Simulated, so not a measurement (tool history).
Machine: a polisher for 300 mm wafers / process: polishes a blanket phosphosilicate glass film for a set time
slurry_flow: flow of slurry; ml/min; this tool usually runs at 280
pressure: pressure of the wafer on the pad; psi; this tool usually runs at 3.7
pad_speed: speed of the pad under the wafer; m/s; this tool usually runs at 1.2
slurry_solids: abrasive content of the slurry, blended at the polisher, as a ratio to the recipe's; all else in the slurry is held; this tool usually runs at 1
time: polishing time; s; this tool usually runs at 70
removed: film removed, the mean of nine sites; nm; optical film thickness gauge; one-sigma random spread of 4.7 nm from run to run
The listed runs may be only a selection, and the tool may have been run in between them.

run    hour  slurry_flow  pressure  pad_speed  slurry_solids  time  incoming thickness of the incoming film, nm  removed
  1       0          235       3.7        1.2              1    70                                       2566.6    698.9
         67  -- head pressure recalibrated
  2    87.5          235       3.7        1.2              1    70                                       2624.3    691.2
  3   192.3          235       3.7        1.2              1    70                                       2590.5    699.9
  4   228.4          280       3.7        1.2           0.95    70                                         2601    690.8
  5   285.8          280       3.7        1.2              1    70                                       2577.1    703.1
      291.8  -- worn pad replaced by a new one
      316.9  -- slurry nozzle cleaned
  6   334.5          280       3.7        1.2              1    70                                       2575.6    702.5
      369.3  -- conditioning disc replaced and pad reconditioned
  7   393.7          280       3.7        1.2              1    70                                       2621.1    705.5
      408.1  -- slurry blender recalibrated
  8   499.3          335       3.7        1.2            1.3    70                                       2560.4    791.8
  9     537          280       3.7        1.2              1    70                                       2595.5    711.1
 10   584.9          375       4.2        1.2            1.1    70                                       2590.6    861.1
 11   685.5          280       3.7        1.2              1    70                                       2611.2    703.1
 12   745.5          240       2.9       1.36            0.8    70                                       2594.1      545
 13   807.8          280       2.6          1              1    57                                       2567.1    360.2
      839.6  -- slurry nozzle cleaned
 14   850.8          220       3.7        1.2              1    70                                       2590.2    687.3
        868  -- worn pad replaced by a new one
        878  -- slurry blender recalibrated
 15     895          280       3.7        1.2              1    70                                       2560.5    694.9
        905  -- conditioning disc replaced and pad reconditioned
      909.3  -- head pressure recalibrated
 16   981.4          280       3.7        1.2           0.75    70                                       2535.2    648.9
 17  1026.6          280       3.7        1.2              1    64                                       2613.8    654.8
 18    1077          280       2.7       1.34              1    70                                       2588.7    565.1
 19  1165.7          280       3.7        1.2              1    70                                       2582.9    710.6
 20  1260.7          280       2.5        1.2              1    56                                       2553.3    387.3
     1308.8  -- slurry nozzle cleaned
 21  1360.2          220       3.7        1.2              1    70                                       2611.2    692.1
     1404.9  -- worn pad replaced by a new one
 22  1426.7          280       3.7       1.32              1    76                                       2612.4    792.1
     1480.9  -- slurry blender recalibrated
     1494.9  -- conditioning disc replaced and pad reconditioned
 23    1515          375       4.8       1.32           1.15    70                                       2636.4   1047.5
 24  1565.8          340       2.6       1.08              1    70                                       2641.5    474.7
 25  1614.9          280       3.7        1.2              1    70                                       2568.5    721.1

Forecast each of these 4 alternatives for the next run:
  A  1615.3          280       3.7        1.2              1    70                                         2626        ?
  B  1615.3          280       2.5       0.96              1    90                                         2626        ?
  C  1615.3          280       4.7        1.2            0.9    70                                         2626        ?
  D  1615.3          220       3.7       1.58              1    70                                         2626        ?

run  removed
  A    708.1
  B    539.4
  C    864.7
  D    826.2
Without the tool's unlogged condition, the same runs would have read:
run  removed
  A    713.5
  B    541.8
  C      873
  D      834
